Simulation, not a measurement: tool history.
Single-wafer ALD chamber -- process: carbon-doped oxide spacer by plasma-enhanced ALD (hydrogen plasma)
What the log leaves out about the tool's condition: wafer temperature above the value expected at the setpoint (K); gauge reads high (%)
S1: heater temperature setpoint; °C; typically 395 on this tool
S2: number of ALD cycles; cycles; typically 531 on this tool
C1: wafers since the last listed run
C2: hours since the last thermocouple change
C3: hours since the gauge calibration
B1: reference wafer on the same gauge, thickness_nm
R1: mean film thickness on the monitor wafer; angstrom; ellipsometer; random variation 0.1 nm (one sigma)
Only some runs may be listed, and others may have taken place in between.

run 1 hour=0.0 | S1=395 S2=531 | C1=0 C2=1229.2 C3=1100.2 | B1=25.055 | R1=275.77
run 2 hour=63.1 | S1=395 S2=531 | C1=59 C2=1292.3 C3=1163.3 | B1=24.986 | R1=276.59
run 3 hour=100.3 | S1=395 S2=583 | C1=35 C2=1329.5 C3=1200.5 | B1=24.997 | R1=305.71
run 4 hour=168.4 | S1=395 S2=531 | C1=64 C2=1397.6 C3=1268.6 | B1=24.997 | R1=277.06
run 5 hour=237.0 | S1=395 S2=531 | C1=65 C2=1466.2 C3=1337.2 | B1=24.980 | R1=278.26
run 6 hour=272.1 | S1=395 S2=531 | C1=33 C2=1501.3 C3=1372.3 | B1=24.982 | R1=279.61
run 7 hour=326.5 | S1=395 S2=531 | C1=51 C2=1555.7 C3=1426.7 | B1=24.994 | R1=277.01
run 8 hour=363.1 | S1=395 S2=531 | C1=34 C2=1592.3 C3=1463.3 | B1=25.041 | R1=277.20
run 9 hour=404.5 | S1=383 S2=531 | C1=39 C2=1633.7 C3=1504.7 | B1=24.970 | R1=275.59
run 10 hour=474.6 | S1=383 S2=531 | C1=66 C2=1703.8 C3=1574.8 | B1=25.007 | R1=277.98
-- hour=529.1 thermocouple changed; heater temperature recalibrated
run 11 hour=544.9 | S1=383 S2=531 | C1=59 C2=15.8 C3=1645.1 | B1=25.006 | R1=276.81
-- hour=561.2 gauge calibrated
run 12 hour=601.7 | S1=395 S2=531 | C1=53 C2=72.6 C3=40.5 | B1=25.000 | R1=276.91
run 13 hour=679.5 | S1=395 S2=531 | C1=73 C2=150.4 C3=118.3 | B1=25.047 | R1=277.85
run 14 hour=720.4 | S1=407 S2=492 | C1=38 C2=191.3 C3=159.2 | B1=24.993 | R1=251.14
run 15 hour=781.4 | S1=402 S2=588 | C1=57 C2=252.3 C3=220.2 | B1=24.967 | R1=303.50
run 16 hour=851.4 | S1=401 S2=602 | C1=66 C2=322.3 C3=290.2 | B1=25.023 | R1=312.04
run 17 hour=915.0 | S1=391 S2=567 | C1=60 C2=385.9 C3=353.8 | B1=24.990 | R1=296.02
run 18 hour=949.4 | S1=387 S2=531 | C1=32 C2=420.3 C3=388.2 | B1=25.026 | R1=277.69
run 19 hour=1020.4 | S1=395 S2=440 | C1=67 C2=491.3 C3=459.2 | B1=24.955 | R1=228.47
run 20 hour=1056.6 | S1=395 S2=606 | C1=34 C2=527.5 C3=495.4 | B1=25.003 | R1=316.31
run 21 hour=1148.9 | S1=408 S2=633 | C1=87 C2=619.8 C3=587.7 | B1=24.992 | R1=320.63
run 22 hour=1220.7 | S1=388 S2=626 | C1=68 C2=691.6 C3=659.5 | B1=25.049 | R1=324.15
run 23 hour=1263.8 | S1=395 S2=531 | C1=40 C2=734.7 C3=702.6 | B1=24.968 | R1=277.66
run 24 hour=1331.8 | S1=395 S2=531 | C1=64 C2=802.7 C3=770.6 | B1=24.997 | R1=276.69
run 25 hour=1358.5 | S1=395 S2=531 | C1=25 C2=829.4 C3=797.3 | B1=24.983 | R1=275.68
run 26 hour=1420.9 | S1=408 S2=633 | C1=59 C2=891.8 C3=859.7 | B1=25.007 | R1=320.93

Branching from run 26: 5 alternative next runs. What would each branch give?
run A hour=1422.1 | S1=391 S2=531 | C1=1 C2=893.0 C3=860.9 | B1=? | R1=?
run B hour=1422.1 | S1=389 S2=626 | C1=1 C2=893.0 C3=860.9 | B1=? | R1=?
run C hour=1422.1 | S1=395 S2=428 | C1=1 C2=893.0 C3=860.9 | B1=? | R1=?
run D hour=1422.1 | S1=384 S2=635 | C1=1 C2=893.0 C3=860.9 | B1=? | R1=?
run E hour=1422.1 | S1=408 S2=531 | C1=1 C2=893.0 C3=860.9 | B1=? | R1=?

run=A B1=25.046 R1=277.42
run=B B1=25.046 R1=327.05
run=C B1=25.046 R1=223.61
run=D B1=25.046 R1=331.76
run=E B1=25.046 R1=269.25
The same runs, with their run-to-run variation unchanged, on a tool lacking any hidden condition would have given:
run=A R1=277.42
run=B R1=327.05
run=C R1=223.61
run=D R1=331.76
run=E R1=269.25
